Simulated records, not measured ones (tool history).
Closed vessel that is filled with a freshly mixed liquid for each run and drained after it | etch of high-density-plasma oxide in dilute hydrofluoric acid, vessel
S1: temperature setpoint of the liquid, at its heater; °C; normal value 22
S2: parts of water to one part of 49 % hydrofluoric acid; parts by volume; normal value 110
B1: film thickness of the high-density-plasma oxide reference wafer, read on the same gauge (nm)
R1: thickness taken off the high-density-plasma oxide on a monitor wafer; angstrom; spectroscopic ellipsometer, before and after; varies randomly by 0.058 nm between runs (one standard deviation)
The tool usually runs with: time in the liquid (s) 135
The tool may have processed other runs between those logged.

{"run": 1, "hour": 0.0, "S1": 22, "S2": 110, "time in the liquid (s)": 135, "B1": 89.99, "R1": 120.2}
{"run": 2, "hour": 30.7, "S1": 22, "S2": 110, "time in the liquid (s)": 135, "B1": 90.01, "R1": 120}
{"run": 3, "hour": 66.7, "S1": 18.5, "S2": 110, "time in the liquid (s)": 135, "B1": 90.02, "R1": 104.2}
{"run": 4, "hour": 90.4, "S1": 18.5, "S2": 110, "time in the liquid (s)": 135, "B1": 90.03, "R1": 104.2}
{"run": 5, "hour": 110.6, "S1": 22, "S2": 110, "time in the liquid (s)": 135, "B1": 89.97, "R1": 120.2}
{"run": 6, "hour": 140.3, "S1": 22, "S2": 110, "time in the liquid (s)": 135, "B1": 90, "R1": 119.8}
{"run": 7, "hour": 162.2, "S1": 22, "S2": 110, "time in the liquid (s)": 135, "B1": 89.99, "R1": 120.6}
{"run": 8, "hour": 180.6, "S1": 22, "S2": 110, "time in the liquid (s)": 135, "B1": 90.02, "R1": 120.6}
{"run": 9, "hour": 209.2, "S1": 22, "S2": 110, "time in the liquid (s)": 110, "B1": 90.01, "R1": 97.9}
{"hour": 227.8, "done": "hydrofluoric acid flow meter replaced"}
{"run": 10, "hour": 240.0, "S1": 22, "S2": 110, "time in the liquid (s)": 110, "B1": 90.01, "R1": 104.3}
{"hour": 247.7, "done": "gauge calibrated"}
{"run": 11, "hour": 254.2, "S1": 22, "S2": 110, "time in the liquid (s)": 135, "B1": 89.97, "R1": 127.5}
{"hour": 268.5, "done": "thermometer replaced"}
{"run": 12, "hour": 275.5, "S1": 22, "S2": 110, "time in the liquid (s)": 135, "B1": 90, "R1": 117}
{"run": 13, "hour": 310.2, "S1": 22, "S2": 110, "time in the liquid (s)": 135, "B1": 89.99, "R1": 117.6}
{"run": 14, "hour": 343.4, "S1": 22, "S2": 110, "time in the liquid (s)": 135, "B1": 90.02, "R1": 118}
{"run": 15, "hour": 373.7, "S1": 22, "S2": 110, "time in the liquid (s)": 135, "B1": 89.97, "R1": 118.1}
{"run": 16, "hour": 394.3, "S1": 22, "S2": 110, "time in the liquid (s)": 135, "B1": 90, "R1": 117.8}
{"run": 17, "hour": 420.3, "S1": 25, "S2": 95, "time in the liquid (s)": 135, "B1": 90, "R1": 156.3}
{"run": 18, "hour": 439.3, "S1": 26.5, "S2": 65, "time in the liquid (s)": 70, "B1": 89.99, "R1": 131}
{"run": 19, "hour": 458.4, "S1": 22, "S2": 110, "time in the liquid (s)": 135, "B1": 90, "R1": 117.6}
{"run": 20, "hour": 480.2, "S1": 19, "S2": 160, "time in the liquid (s)": 90, "B1": 90, "R1": 45.2}
{"run": 21, "hour": 580.4, "S1": 22, "S2": 160, "time in the liquid (s)": 85, "B1": 89.99, "R1": 47.9}
{"run": 22, "hour": 610.1, "S1": 25.5, "S2": 110, "time in the liquid (s)": 70, "B1": 90.01, "R1": 69.9}

What will run 23 give?
{"run": 23, "hour": 624.4, "S1": 22, "S2": 80, "time in the liquid (s)": 55, "B1": "?", "R1": "?"}

{"run 23": {"B1": 90.02, "R1": 67.6}}
Take away the tool's hidden state, keep the run-to-run variation as it was, and the same run would have given R1 67.5 angstrom.
